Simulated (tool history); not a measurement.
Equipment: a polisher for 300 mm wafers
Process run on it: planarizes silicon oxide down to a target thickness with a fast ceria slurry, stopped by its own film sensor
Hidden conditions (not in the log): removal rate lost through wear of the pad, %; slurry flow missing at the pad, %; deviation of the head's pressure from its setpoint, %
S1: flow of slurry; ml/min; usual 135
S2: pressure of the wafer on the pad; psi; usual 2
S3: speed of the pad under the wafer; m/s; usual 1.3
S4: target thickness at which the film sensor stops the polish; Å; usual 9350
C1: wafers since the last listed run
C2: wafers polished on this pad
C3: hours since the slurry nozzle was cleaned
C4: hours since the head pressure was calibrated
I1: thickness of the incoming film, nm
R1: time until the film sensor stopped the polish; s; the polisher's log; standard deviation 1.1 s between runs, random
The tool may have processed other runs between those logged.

run	day	S1	S2	S3	S4	C1	C2	C3	C4	I1	R1
1	0	135	2	1.3	9350	0	2573	175.7	318.6	2458.7	114.3
2	2.633	135	2	1.3	9350	528	3102	238.9	381.8	2502.6	117.8
# day 3.071: worn pad replaced by a new one
3	5.962	135	1.5	1.3	9350	634	580	318.8	461.7	2474.8	156.4
# day 6.671: slurry nozzle cleaned
4	9.971	135	1.5	1.3	9350	795	1376	79.2	557.9	2417.3	146.8
5	12.621	135	2	1.3	9350	531	1908	142.8	621.5	2470.8	114.6
# day 16.871: worn pad replaced by a new one
# day 22.033: slurry nozzle cleaned
6	25.771	135	2	1.3	9350	2596	1777	89.7	937.1	2434.5	113.3
7	28.088	135	2	1.3	9350	464	2242	145.3	992.7	2457.4	115.6
8	32.458	135	2	0.96	9350	877	3119	250.2	1097.6	2451.8	148.7
# day 34.154: worn pad replaced by a new one
# day 35.817: slurry nozzle cleaned
# day 35.938: head pressure recalibrated
9	37.775	135	2	1.3	9350	1008	701	47	44.1	2511.2	116.8
10	39.758	135	2	1.3	9350	397	1099	94.6	91.7	2465	114.9
11	43.912	135	2	1.74	6420	833	1932	194.3	191.4	2495.9	103.9
12	47.221	165	1.7	1.74	7760	663	2596	273.7	270.8	2475.4	110.5
13	49.817	115	1.4	1.46	4390	520	3117	336	333.1	2460.3	200
# day 50.817: worn pad replaced by a new one
# day 52.9: slurry nozzle cleaned
14	54.254	135	1.4	1.3	9350	848	681	32.5	439.6	2507.9	170.8
15	59.767	170	1.4	1.48	11470	1106	1787	164.8	571.9	2487.5	122.6
16	63.625	175	2	1.52	13020	774	2561	257.4	664.5	2450.2	72.2
# day 65.583: worn pad replaced by a new one
# day 66.125: slurry nozzle cleaned
17	66.75	165	2	1.3	10790	585	226	15	739.5	2500.7	104.3
18	70.667	115	1.4	1.46	4390	785	1011	109	833.5	2480	200
19	74.096	135	2.4	1.72	9350	688	1700	191.3	915.8	2521.6	76.3
20	75.625	115	1.4	1.46	4390	306	2006	228	952.5	2468.3	200.7

What if the next run were any one of these 4? Each begins from the tool's condition after run 20:
A	75.646	135	1.7	1.3	9350	4	2011	228.5	953	2498.3	?
B	75.646	135	2	1.3	12360	4	2011	228.5	953	2498.3	?
C	75.646	135	1.6	1.3	13900	4	2011	228.5	953	2498.3	?
D	75.646	175	1.3	1.64	14300	4	2011	228.5	953	2498.3	?

run	R1
A	140.1
B	96.2
C	105.5
D	98.2
Take away the tool's hidden state, keep each run's random variation, and the runs would have read:
run	R1
A	140.1
B	96.2
C	105.5
D	98.2
